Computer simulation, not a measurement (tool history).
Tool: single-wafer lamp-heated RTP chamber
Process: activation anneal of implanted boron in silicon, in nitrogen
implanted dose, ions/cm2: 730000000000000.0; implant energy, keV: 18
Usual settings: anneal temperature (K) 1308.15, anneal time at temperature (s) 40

run	hour	anneal temperature (K)	anneal time at temperature (s)	read-back reference wafer on the same gauge, sheet resistance	sheet resistance of the implanted and annealed layer (ohm/square)
1	0	1308.15	40	167.04	149.87
2	80.3	1308.15	40	166.94	150.22
# hour 212.9: pyrometer window cleaned and pyrometer calibrated
3	386	1308.15	40	167.02	150.3
4	436.4	1308.15	40	166.9	150.46
5	510.2	1308.15	40	167.02	150.28
6	560.5	1308.15	24	167.11	151.21
7	603.8	1332.15	24	166.91	150.09
8	669.5	1295.15	24	167.02	152.2
9	706.7	1295.15	24	167.07	151.82
# hour 721.9: reflector plate cleaned
10	758.7	1295.15	24	166.98	151.68
11	801.2	1327.15	40	166.94	148.83
12	843.1	1315.15	40	167.03	149.74
13	907.7	1308.15	40	166.98	149.74
# hour 935.9: pyrometer window cleaned and pyrometer calibrated
14	995.3	1325.15	27	167.08	150.41
15	1054.7	1326.15	21	166.9	150.62
16	1159.9	1308.15	52	167.11	149.44
17	1214.9	1308.15	40	167.02	150.15
18	1289.9	1308.15	40	167.03	149.88
19	1381.3	1308.15	40	167	149.98
# hour 1398.5: reflector plate cleaned
20	1465.2	1298.15	55	166.95	149.56
21	1520.1	1330.15	47	167.09	148.53
# hour 1579.6: pyrometer window cleaned and pyrometer calibrated
22	1607.6	1319.15	40	166.99	149.01
23	1676	1278.15	57	167.05	152.34
24	1764	1280.15	51	167.09	152.69
25	1824.6	1308.15	40	166.98	150.21
26	1863.3	1282.15	40	166.98	152.52
27	1900.3	1323.15	22	166.98	150.79
28	1988.6	1327.15	40	166.98	148.61
29	2088.7	1308.15	40	166.98	150.18
# hour 2102.7: reflector plate cleaned
# hour 2158: gauge calibrated
30	2176.4	1315.15	40	167.05	149.42
31	2221.4	1323.15	61	167.07	147.55
# hour 2284: pyrometer window cleaned and pyrometer calibrated
32	2514.1	1336.15	28	166.99	149.8
33	2601.2	1336.15	20	167.07	150.21
34	2705.6	1330.15	29	166.94	149.23
# hour 2878: reflector plate cleaned
35	2900.4	1287.15	26	167.01	151.77
36	2943	1338.15	26	167.02	149.65

The tool's hidden state at each run:
wafer temperature error from the tarnished reflector plate, K: 0 in every run
gauge reads high (%): 0 in every run
H1: true wafer temperature minus pyrometer reading, K
run	H1
1	6
2	7.82
3	0.693
4	1.13
5	1.98
6	2.69
7	3.39
8	4.61
9	5.39
10	6.58
11	7.63
12	8.76
13	10.6
14	1.73
15	1.96
16	2.75
17	3.36
18	4.4
19	6
20	7.8
21	9.14
22	1.65
23	1.84
24	2.38
25	2.96
26	3.41
27	3.9
28	5.31
29	7.33
30	9.46
31	10.7
32	3.46
33	4.51
34	6.2
35	10.6
36	11.8
